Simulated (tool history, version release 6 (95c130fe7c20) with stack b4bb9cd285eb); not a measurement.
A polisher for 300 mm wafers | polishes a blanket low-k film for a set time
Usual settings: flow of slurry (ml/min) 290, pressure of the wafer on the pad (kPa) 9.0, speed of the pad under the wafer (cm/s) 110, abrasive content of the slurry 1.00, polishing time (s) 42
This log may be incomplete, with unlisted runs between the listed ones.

run,hour,flow of slurry (ml/min),pressure of the wafer on the pad (kPa),speed of the pad under the wafer (cm/s),abrasive content of the slurry,polishing time (s),"incoming thickness of the incoming film, nm",film removed (Å)
1,0.0,290,9.0,110,1.00,42,459.3,104
2,33.6,290,11.0,110,1.00,42,465.7,132
3,60.0,290,11.0,110,1.00,42,450.5,134
# hour 94.3: conditioning disc replaced and pad reconditioned
# hour 96.8: head pressure recalibrated
4,126.4,340,9.0,110,1.00,42,467.2,105
# hour 148.6: slurry blender recalibrated
5,152.6,340,9.0,110,1.00,42,458.2,106
6,176.9,340,9.0,110,1.00,42,463.6,101
# hour 187.1: worn pad replaced by a new one
7,229.2,290,9.0,110,0.80,35,454.7,81
8,274.8,290,9.0,110,0.80,35,455.2,81
# hour 329.4: slurry nozzle cleaned
9,362.0,290,9.0,110,0.80,35,466.3,77
# hour 376.8: conditioning disc replaced and pad reconditioned
10,417.9,290,6.2,110,0.75,27,454.2,39
11,477.8,290,6.2,110,1.00,42,458.1,69
12,503.3,290,9.0,124,1.00,42,461.0,108
# hour 524.8: worn pad replaced by a new one
# hour 554.5: slurry blender recalibrated
13,568.8,325,7.6,110,1.00,57,461.7,125
14,604.6,315,9.0,72,1.00,29,466.4,54
# hour 667.3: conditioning disc replaced and pad reconditioned
15,672.3,290,9.0,110,1.00,42,460.5,106
# hour 679.5: head pressure recalibrated
# hour 738.4: slurry nozzle cleaned
16,741.1,290,9.0,134,1.00,56,456.8,165
17,773.4,290,9.0,110,1.20,29,457.5,80
18,813.2,290,9.0,110,1.00,42,453.1,101
# hour 843.6: worn pad replaced by a new one
19,878.5,290,9.0,90,0.90,42,451.3,89
20,944.1,290,9.0,110,1.00,42,457.7,108
# hour 953.9: conditioning disc replaced and pad reconditioned
21,1009.0,320,11.7,110,0.70,42,467.5,116
22,1048.6,290,9.0,134,1.00,42,458.8,122
# hour 1070.6: slurry blender recalibrated
23,1076.4,290,9.0,134,1.30,42,463.5,137
24,1119.5,290,9.0,136,1.00,42,464.3,121
# hour 1135.8: slurry nozzle cleaned
25,1145.1,290,9.0,92,1.00,33,455.5,70

Some steps in film removed (Å), run to run, broken into two amounts with sign: the step expected even without the hidden condition (settings, incoming material, random variation), and the rest, left for the hidden condition together with whatever gauge scatter is not in both the measured and the hidden-condition-free result:
Hidden conditions of the tool in this case: removal rate lost through wear of the pad, %; slurry flow missing at the pad, %; deviation of the head's pressure from its setpoint, %; abrasive missing from the slurry, %; time polished since the conditioner stopped cutting, s.
Run 12 -> 13: flow of slurry (ml/min) 290 -> 325, pressure of the wafer on the pad (kPa) 9.0 -> 7.6, speed of the pad under the wafer (cm/s) 124 -> 110, polishing time (s) 42 -> 57, worn pad replaced by a new one, slurry blender recalibrated. film removed (Å) +17: hidden state +12, all else +5.
Run 13 -> 14: flow of slurry (ml/min) 325 -> 315, pressure of the wafer on the pad (kPa) 7.6 -> 9.0, speed of the pad under the wafer (cm/s) 110 -> 72, polishing time (s) 57 -> 29. film removed (Å) -71: hidden state +0, all else -71.
Run 16 -> 17: speed of the pad under the wafer (cm/s) 134 -> 110, abrasive content of the slurry 1.00 -> 1.20, polishing time (s) 56 -> 29. film removed (Å) -85: hidden state +3, all else -88.
Run 18 -> 19: speed of the pad under the wafer (cm/s) 110 -> 90, abrasive content of the slurry 1.00 -> 0.90, worn pad replaced by a new one. film removed (Å) -12: hidden state +9, all else -21.

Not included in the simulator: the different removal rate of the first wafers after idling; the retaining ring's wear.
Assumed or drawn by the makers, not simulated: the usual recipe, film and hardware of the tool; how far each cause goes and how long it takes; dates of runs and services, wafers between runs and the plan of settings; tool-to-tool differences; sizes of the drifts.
